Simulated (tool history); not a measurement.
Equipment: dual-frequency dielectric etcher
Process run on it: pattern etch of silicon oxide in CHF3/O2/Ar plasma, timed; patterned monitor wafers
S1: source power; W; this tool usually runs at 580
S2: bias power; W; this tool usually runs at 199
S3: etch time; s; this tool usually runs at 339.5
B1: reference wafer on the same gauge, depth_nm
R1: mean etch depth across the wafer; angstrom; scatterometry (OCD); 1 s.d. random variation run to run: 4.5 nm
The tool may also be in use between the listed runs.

Run 1, day 0: usual settings but S1 480 W; B1 694.4. Result: R1 6072 angstrom.
Run 2, day 9.729: usual settings; B1 697.3. Result: R1 6791 angstrom.
Run 3, day 13.704: usual settings; B1 695. Result: R1 6805 angstrom.
At day 16.642: wet clean of the chamber.
Run 4, day 18.108: usual settings; B1 696.3. Result: R1 6847 angstrom.
At day 19.321: bias power generator calibrated.
Run 5, day 20.208: usual settings; B1 695.1. Result: R1 6837 angstrom.
Run 6, day 22.162: usual settings; B1 695.1. Result: R1 6864 angstrom.
At day 22.388: source power generator calibrated.
Run 7, day 24.908: usual settings; B1 694.9. Result: R1 6646 angstrom.
Run 8, day 27.804: usual settings but S2 181 W; B1 694.7. Result: R1 6290 angstrom.
Run 9, day 32.275: usual settings but S1 620 W, S2 231 W; B1 695.2. Result: R1 7584 angstrom.

Run 10 has not been measured yet. What should we expect?
At day 33.475: gauge calibrated.
At day 34.117: upper electrode replaced.
Run 10, day 35.212: usual settings but S2 173 W; B1 ?. Result: R1 ?.

B1: 695
R1: 6240 angstrom
With the hidden condition absent and the run-to-run variation left alone, this run would have shown R1 6144 angstrom.

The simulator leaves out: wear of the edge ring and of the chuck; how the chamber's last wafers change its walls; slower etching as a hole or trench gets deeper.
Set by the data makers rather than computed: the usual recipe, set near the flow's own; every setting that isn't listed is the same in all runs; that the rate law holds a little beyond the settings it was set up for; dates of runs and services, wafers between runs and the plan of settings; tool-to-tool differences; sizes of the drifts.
